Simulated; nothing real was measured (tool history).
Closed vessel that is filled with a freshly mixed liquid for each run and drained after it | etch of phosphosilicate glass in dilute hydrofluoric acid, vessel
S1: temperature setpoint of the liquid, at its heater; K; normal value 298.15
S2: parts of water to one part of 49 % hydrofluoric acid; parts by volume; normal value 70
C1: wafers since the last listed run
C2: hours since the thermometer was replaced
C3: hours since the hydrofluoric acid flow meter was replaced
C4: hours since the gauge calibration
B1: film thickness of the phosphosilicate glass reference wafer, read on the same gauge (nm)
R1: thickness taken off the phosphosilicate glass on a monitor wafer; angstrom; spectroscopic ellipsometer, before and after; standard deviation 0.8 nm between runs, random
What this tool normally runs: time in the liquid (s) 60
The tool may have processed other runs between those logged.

{"run": 1, "hour": 0.0, "S1": 298.15, "S2": 70, "time in the liquid (s)": 50, "C1": 0, "C2": 746.6, "C3": 56.7, "C4": 557.8, "B1": 130.01, "R1": 1463.5}
{"run": 2, "hour": 74.7, "S1": 298.15, "S2": 70, "time in the liquid (s)": 50, "C1": 10883, "C2": 821.3, "C3": 131.4, "C4": 632.5, "B1": 129.99, "R1": 1439.4}
{"run": 3, "hour": 127.4, "S1": 298.15, "S2": 70, "time in the liquid (s)": 60, "C1": 7678, "C2": 874, "C3": 184.1, "C4": 685.2, "B1": 129.99, "R1": 1734.5}
{"run": 4, "hour": 173.0, "S1": 298.15, "S2": 70, "time in the liquid (s)": 60, "C1": 6643, "C2": 919.6, "C3": 229.7, "C4": 730.8, "B1": 129.98, "R1": 1748.7}
{"run": 5, "hour": 277.4, "S1": 298.15, "S2": 70, "time in the liquid (s)": 60, "C1": 15210, "C2": 1024, "C3": 334.1, "C4": 835.2, "B1": 130.01, "R1": 1757.4}
{"run": 6, "hour": 344.5, "S1": 295.15, "S2": 70, "time in the liquid (s)": 60, "C1": 9776, "C2": 1091.1, "C3": 401.2, "C4": 902.3, "B1": 130, "R1": 1548.8}
{"run": 7, "hour": 396.8, "S1": 295.15, "S2": 70, "time in the liquid (s)": 60, "C1": 7619, "C2": 1143.4, "C3": 453.5, "C4": 954.6, "B1": 129.98, "R1": 1549.1}
{"run": 8, "hour": 483.4, "S1": 295.15, "S2": 70, "time in the liquid (s)": 60, "C1": 12617, "C2": 1230, "C3": 540.1, "C4": 1041.2, "B1": 130, "R1": 1557.8}
{"run": 9, "hour": 548.3, "S1": 301.65, "S2": 60, "time in the liquid (s)": 60, "C1": 9455, "C2": 1294.9, "C3": 605, "C4": 1106.1, "B1": 130.02, "R1": 2371.7}
{"run": 10, "hour": 634.6, "S1": 301.65, "S2": 60, "time in the liquid (s)": 60, "C1": 12573, "C2": 1381.2, "C3": 691.3, "C4": 1192.4, "B1": 129.97, "R1": 2387.4}
{"run": 11, "hour": 698.0, "S1": 301.65, "S2": 60, "time in the liquid (s)": 60, "C1": 9237, "C2": 1444.6, "C3": 754.7, "C4": 1255.8, "B1": 130, "R1": 2410.2}
{"run": 12, "hour": 769.9, "S1": 298.15, "S2": 70, "time in the liquid (s)": 60, "C1": 10475, "C2": 1516.5, "C3": 826.6, "C4": 1327.7, "B1": 129.98, "R1": 1779.7}
{"run": 13, "hour": 860.8, "S1": 298.15, "S2": 70, "time in the liquid (s)": 60, "C1": 13243, "C2": 1607.4, "C3": 917.5, "C4": 1418.6, "B1": 130.02, "R1": 1777.7}
{"hour": 872.9, "done": "thermometer replaced"}
{"run": 14, "hour": 928.9, "S1": 302.65, "S2": 70, "time in the liquid (s)": 40, "C1": 9776, "C2": 56, "C3": 985.6, "C4": 1486.7, "B1": 129.97, "R1": 1356.9}
{"run": 15, "hour": 992.1, "S1": 302.65, "S2": 50, "time in the liquid (s)": 60, "C1": 9207, "C2": 119.2, "C3": 1048.8, "C4": 1549.9, "B1": 130.01, "R1": 2921.1}

Run 16, settings as shown, results not yet in. Your forecast:
{"hour": 1029.9, "done": "gauge calibrated"}
{"run": 16, "hour": 1030.3, "S1": 293.65, "S2": 55, "time in the liquid (s)": 95, "C1": 5565, "C2": 157.4, "C3": 1087, "C4": 0.4, "B1": "?", "R1": "?"}

{"run 16": {"B1": 130.01, "R1": 2914.8}}
With no hidden state in the tool, this same run would have given R1 2884.3 angstrom.
